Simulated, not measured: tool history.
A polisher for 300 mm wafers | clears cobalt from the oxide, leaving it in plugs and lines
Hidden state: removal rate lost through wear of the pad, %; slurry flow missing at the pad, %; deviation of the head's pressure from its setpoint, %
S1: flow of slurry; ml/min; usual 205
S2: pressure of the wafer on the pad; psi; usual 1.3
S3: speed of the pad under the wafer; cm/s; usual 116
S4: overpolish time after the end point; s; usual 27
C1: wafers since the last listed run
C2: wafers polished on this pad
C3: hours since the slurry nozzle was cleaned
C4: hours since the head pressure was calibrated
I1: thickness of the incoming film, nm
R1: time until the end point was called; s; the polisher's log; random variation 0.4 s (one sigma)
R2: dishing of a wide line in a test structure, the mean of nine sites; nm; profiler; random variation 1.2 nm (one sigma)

{"run": 1, "hour": 0.0, "S1": 205, "S2": 1.1, "S3": 116, "S4": 27, "C1": 0, "C2": 310, "C3": 47.1, "C4": 619.8, "I1": 170.3, "R1": 54.2, "R2": 57.7}
{"run": 2, "hour": 14.6, "S1": 205, "S2": 1.3, "S3": 116, "S4": 32, "C1": 90, "C2": 400, "C3": 61.7, "C4": 634.4, "I1": 169.6, "R1": 47.7, "R2": 71.3}
{"run": 3, "hour": 44.0, "S1": 205, "S2": 1.3, "S3": 96, "S4": 27, "C1": 182, "C2": 582, "C3": 91.1, "C4": 663.8, "I1": 172.9, "R1": 60.1, "R2": 55.3}
{"run": 4, "hour": 62.9, "S1": 205, "S2": 1.3, "S3": 96, "S4": 27, "C1": 117, "C2": 699, "C3": 110.0, "C4": 682.7, "I1": 171.1, "R1": 58.0, "R2": 57.7}
{"run": 5, "hour": 81.2, "S1": 205, "S2": 1.3, "S3": 96, "S4": 27, "C1": 113, "C2": 813, "C3": 128.3, "C4": 701.0, "I1": 169.9, "R1": 59.0, "R2": 58.3}
{"run": 6, "hour": 105.9, "S1": 205, "S2": 1.3, "S3": 116, "S4": 27, "C1": 152, "C2": 965, "C3": 153.0, "C4": 725.7, "I1": 169.3, "R1": 48.8, "R2": 62.6}
{"hour": 116.5, "done": "worn pad replaced by a new one"}
{"run": 7, "hour": 121.9, "S1": 205, "S2": 1.3, "S3": 116, "S4": 27, "C1": 74, "C2": 33, "C3": 169.0, "C4": 741.7, "I1": 170.8, "R1": 48.8, "R2": 64.4}
{"run": 8, "hour": 137.3, "S1": 205, "S2": 1.3, "S3": 140, "S4": 16, "C1": 95, "C2": 128, "C3": 184.4, "C4": 757.1, "I1": 166.5, "R1": 39.3, "R2": 50.9}
{"run": 9, "hour": 177.0, "S1": 205, "S2": 1.3, "S3": 140, "S4": 16, "C1": 245, "C2": 374, "C3": 224.1, "C4": 796.8, "I1": 170.4, "R1": 40.9, "R2": 50.9}
{"run": 10, "hour": 209.3, "S1": 205, "S2": 1.3, "S3": 140, "S4": 16, "C1": 199, "C2": 574, "C3": 256.4, "C4": 829.1, "I1": 170.2, "R1": 40.9, "R2": 52.6}
{"run": 11, "hour": 257.0, "S1": 205, "S2": 1.3, "S3": 116, "S4": 17, "C1": 295, "C2": 869, "C3": 304.1, "C4": 876.8, "I1": 173.0, "R1": 49.5, "R2": 44.8}
{"hour": 264.5, "done": "worn pad replaced by a new one"}
{"run": 12, "hour": 269.9, "S1": 205, "S2": 1.3, "S3": 116, "S4": 17, "C1": 55, "C2": 33, "C3": 317.0, "C4": 889.7, "I1": 172.0, "R1": 49.8, "R2": 47.7}
{"run": 13, "hour": 289.5, "S1": 205, "S2": 1.3, "S3": 134, "S4": 27, "C1": 121, "C2": 154, "C3": 336.6, "C4": 909.3, "I1": 169.6, "R1": 42.5, "R2": 67.0}
{"run": 14, "hour": 323.9, "S1": 205, "S2": 1.3, "S3": 134, "S4": 27, "C1": 212, "C2": 367, "C3": 371.0, "C4": 943.7, "I1": 170.6, "R1": 42.6, "R2": 68.3}
{"run": 15, "hour": 354.4, "S1": 205, "S2": 1.3, "S3": 116, "S4": 31, "C1": 188, "C2": 556, "C3": 401.5, "C4": 974.2, "I1": 170.7, "R1": 49.9, "R2": 68.2}
{"run": 16, "hour": 371.3, "S1": 205, "S2": 1.3, "S3": 116, "S4": 31, "C1": 104, "C2": 661, "C3": 418.4, "C4": 991.1, "I1": 173.5, "R1": 50.4, "R2": 67.9}
{"run": 17, "hour": 400.8, "S1": 265, "S2": 1.3, "S3": 96, "S4": 27, "C1": 182, "C2": 844, "C3": 447.9, "C4": 1020.6, "I1": 168.5, "R1": 57.0, "R2": 56.9}
{"hour": 436.4, "done": "worn pad replaced by a new one"}
{"run": 18, "hour": 436.9, "S1": 150, "S2": 1.3, "S3": 116, "S4": 27, "C1": 198, "C2": 2, "C3": 484.0, "C4": 1056.7, "I1": 167.2, "R1": 51.5, "R2": 59.5}
{"run": 19, "hour": 457.9, "S1": 205, "S2": 1.6, "S3": 116, "S4": 39, "C1": 130, "C2": 132, "C3": 505.0, "C4": 1077.7, "I1": 171.7, "R1": 42.6, "R2": 83.0}
{"hour": 471.8, "done": "head pressure recalibrated"}
{"run": 20, "hour": 472.8, "S1": 205, "S2": 1.3, "S3": 116, "S4": 27, "C1": 79, "C2": 212, "C3": 519.9, "C4": 1.0, "I1": 173.2, "R1": 50.3, "R2": 61.9}
{"run": 21, "hour": 491.8, "S1": 205, "S2": 1.3, "S3": 116, "S4": 27, "C1": 117, "C2": 330, "C3": 538.9, "C4": 20.0, "I1": 168.3, "R1": 48.5, "R2": 60.3}
{"run": 22, "hour": 507.8, "S1": 205, "S2": 1.6, "S3": 116, "S4": 27, "C1": 99, "C2": 429, "C3": 554.9, "C4": 36.0, "I1": 170.6, "R1": 42.9, "R2": 67.9}
{"hour": 509.9, "done": "slurry nozzle cleaned"}
{"run": 23, "hour": 534.8, "S1": 240, "S2": 1.2, "S3": 116, "S4": 27, "C1": 160, "C2": 590, "C3": 24.9, "C4": 63.0, "I1": 171.7, "R1": 54.3, "R2": 60.6}
{"run": 24, "hour": 560.1, "S1": 225, "S2": 1.3, "S3": 148, "S4": 37, "C1": 156, "C2": 747, "C3": 50.2, "C4": 88.3, "I1": 168.2, "R1": 40.3, "R2": 76.9}
{"run": 25, "hour": 591.3, "S1": 260, "S2": 1.3, "S3": 116, "S4": 27, "C1": 193, "C2": 940, "C3": 81.4, "C4": 119.5, "I1": 168.6, "R1": 51.5, "R2": 61.5}
{"run": 26, "hour": 614.1, "S1": 235, "S2": 0.9, "S3": 76, "S4": 11, "C1": 141, "C2": 1081, "C3": 104.2, "C4": 142.3, "I1": 171.2, "R1": 102.5, "R2": 18.1}
{"run": 27, "hour": 626.1, "S1": 205, "S2": 1.3, "S3": 116, "S4": 27, "C1": 74, "C2": 1155, "C3": 116.2, "C4": 154.3, "I1": 170.2, "R1": 55.1, "R2": 60.8}
{"hour": 630.3, "done": "worn pad replaced by a new one"}
{"hour": 638.2, "done": "slurry nozzle cleaned, repeated, since the last time left the tool worse"}
{"run": 28, "hour": 640.1, "S1": 205, "S2": 1.3, "S3": 88, "S4": 42, "C1": 55, "C2": 54, "C3": 1.9, "C4": 168.3, "I1": 166.7, "R1": 61.5, "R2": 70.1}
{"run": 29, "hour": 658.9, "S1": 205, "S2": 1.3, "S3": 116, "S4": 39, "C1": 116, "C2": 170, "C3": 20.7, "C4": 187.1, "I1": 171.3, "R1": 48.0, "R2": 79.4}
{"run": 30, "hour": 674.3, "S1": 205, "S2": 1.3, "S3": 116, "S4": 27, "C1": 95, "C2": 266, "C3": 36.1, "C4": 202.5, "I1": 169.5, "R1": 47.5, "R2": 66.0}
{"run": 31, "hour": 700.2, "S1": 205, "S2": 1.3, "S3": 116, "S4": 27, "C1": 160, "C2": 426, "C3": 62.0, "C4": 228.4, "I1": 173.7, "R1": 50.0, "R2": 65.1}
{"run": 32, "hour": 735.5, "S1": 205, "S2": 1.3, "S3": 116, "S4": 27, "C1": 218, "C2": 645, "C3": 97.3, "C4": 263.7, "I1": 169.7, "R1": 48.3, "R2": 66.2}
{"run": 33, "hour": 763.4, "S1": 205, "S2": 1.3, "S3": 134, "S4": 27, "C1": 172, "C2": 817, "C3": 125.2, "C4": 291.6, "I1": 168.4, "R1": 41.3, "R2": 70.4}
{"run": 34, "hour": 794.7, "S1": 165, "S2": 1.3, "S3": 116, "S4": 27, "C1": 193, "C2": 1011, "C3": 156.5, "C4": 322.9, "I1": 172.0, "R1": 52.1, "R2": 62.6}

Some steps in R1 between neighbouring runs. How much of each would the tool show without its hidden state too (settings, what came in, random variation), and how much is left for the hidden state, with any gauge scatter that isn't in both results?
Run 23 -> 24: S1 240 -> 225, S2 1.2 -> 1.3, S3 116 -> 148, S4 27 -> 37. R1 -14.0 s: hidden state -0.7, all else -13.3.
Run 25 -> 26: S1 260 -> 235, S2 1.3 -> 0.9, S3 116 -> 76, S4 27 -> 11. R1 +51.0 s: hidden state +7.2, all else +43.8.
Run 26 -> 27: S1 235 -> 205, S2 0.9 -> 1.3, S3 76 -> 116, S4 11 -> 27. R1 -47.4 s: hidden state -4.7, all else -42.7.
Run 27 -> 28: S3 116 -> 88, S4 27 -> 42, worn pad replaced by a new one, slurry nozzle cleaned, repeated, since the last time left the tool worse. R1 +6.4 s: hidden state -7.9, all else +14.3.
